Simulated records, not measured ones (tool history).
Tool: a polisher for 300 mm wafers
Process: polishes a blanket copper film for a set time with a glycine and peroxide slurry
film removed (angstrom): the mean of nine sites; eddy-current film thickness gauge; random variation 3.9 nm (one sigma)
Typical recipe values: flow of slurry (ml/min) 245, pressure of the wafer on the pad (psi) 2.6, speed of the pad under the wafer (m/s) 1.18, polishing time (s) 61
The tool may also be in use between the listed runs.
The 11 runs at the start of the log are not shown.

| run | hour | flow of slurry (ml/min) | pressure of the wafer on the pad (psi) | speed of the pad under the wafer (m/s) | polishing time (s) | wafers since the last listed run | wafers polished on this pad | hours since the slurry nozzle was cleaned | hours since the head pressure was calibrated | incoming thickness of the incoming film, nm | film removed (angstrom) |
|---|---|---|---|---|---|---|---|---|---|---|---|
|  | 673.9 | slurry nozzle cleaned, repeated, since the last time left the tool worse |
| 12 | 683.3 | 245 | 2.1 | 1.18 | 61 | 800 | 4029 | 9.4 | 1294.3 | 1001.6 | 3031 |
| 13 | 714.7 | 245 | 2.6 | 1.18 | 61 | 412 | 4441 | 40.8 | 1325.7 | 1015.8 | 3627 |
|  | 750 | head pressure recalibrated |
|  | 763.4 | worn pad replaced by a new one |
| 14 | 771 | 245 | 2.6 | 1.18 | 61 | 660 | 99 | 97.1 | 21 | 1020.1 | 3617 |
| 15 | 820.9 | 245 | 3.2 | 1.18 | 67 | 654 | 754 | 147 | 70.9 | 1028 | 4711 |
| 16 | 850.3 | 245 | 3.2 | 1.18 | 67 | 385 | 1140 | 176.4 | 100.3 | 1013.8 | 4667 |
| 17 | 919.3 | 245 | 3.2 | 1.18 | 67 | 905 | 2045 | 245.4 | 169.3 | 1009.8 | 4666 |
| 18 | 958.8 | 245 | 2.6 | 1.18 | 61 | 518 | 2563 | 284.9 | 208.8 | 1015.3 | 3562 |
| 19 | 1025 | 245 | 2.6 | 1.18 | 61 | 868 | 3432 | 351.1 | 275 | 1021.9 | 3536 |

Expected results for the next run?
| 20 | 1052.5 | 245 | 2.6 | 1.18 | 61 | 360 | 3793 | 378.6 | 302.5 | 1000 | ? |

film removed (angstrom): 3522
Take away the tool's hidden state, keep the run-to-run variation as it was, and the same run would have given film removed (angstrom) 3609.

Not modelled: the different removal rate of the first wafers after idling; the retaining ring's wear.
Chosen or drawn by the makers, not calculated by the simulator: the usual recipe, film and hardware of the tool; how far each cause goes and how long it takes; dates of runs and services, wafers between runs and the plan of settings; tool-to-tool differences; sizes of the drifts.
